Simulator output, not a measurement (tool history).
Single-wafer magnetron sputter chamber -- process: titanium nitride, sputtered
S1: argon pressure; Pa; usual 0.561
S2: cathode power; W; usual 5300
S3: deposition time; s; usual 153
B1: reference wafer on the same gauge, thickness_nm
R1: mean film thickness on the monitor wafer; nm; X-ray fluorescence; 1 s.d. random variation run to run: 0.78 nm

run    hour     S1    S2   S3       B1       R1
  1     0.0  0.500  4450  153  160.951  127.736
  2    51.9  0.500  4450  153  160.926  129.949
  3   188.2  0.561  5300  153  161.001  143.105
  4   282.2  0.561  5300  153  161.044  145.410
  5   342.4  0.561  5800  137  161.103  140.666
  6   400.9  0.561  5300  153  160.963  144.292
  7   500.7  0.561  5300  153  161.068  145.902
  8   579.3  0.561  5300  153  161.090  144.380
  9   648.0  0.358  4200  164  161.209  137.876
 10   710.1  0.505  6500  136  161.077  157.222
 11   757.4  0.693  4700  179  161.063  146.540
 12   834.2  0.561  5300  153  160.894  145.850
 13   893.9  0.561  5300  161  161.002  152.166
 14   995.0  0.561  5900  181  160.967  186.579
 15  1044.9  0.561  5300  137  160.964  129.206
 16  1136.7  0.561  4800  153  160.879  133.961
 17  1177.6  0.389  5300  142  160.813  143.019

Put back what was entered between runs (5 entries, withheld): which listed runs does each sit between, and how does the hidden state differ from the listed run before to the listed run after?
In the gap between runs 4 and 5: sputter target and shields replaced (hour 294.7)
  both runs share identical hidden conditions
In the gap between runs 6 and 7: capacitance manometer re-zeroed and calibrated (hour 412.1)
  both runs share identical hidden conditions
In the gap between runs 7 and 8: magnet pack replaced (hour 575.9)
  both runs share identical hidden conditions
In the gap between runs 11 and 12: gauge calibrated (hour 778.7)
  both runs share identical hidden conditions
In the gap between runs 13 and 14: sputter target and shields replaced (hour 922.4)
  both runs share identical hidden conditions
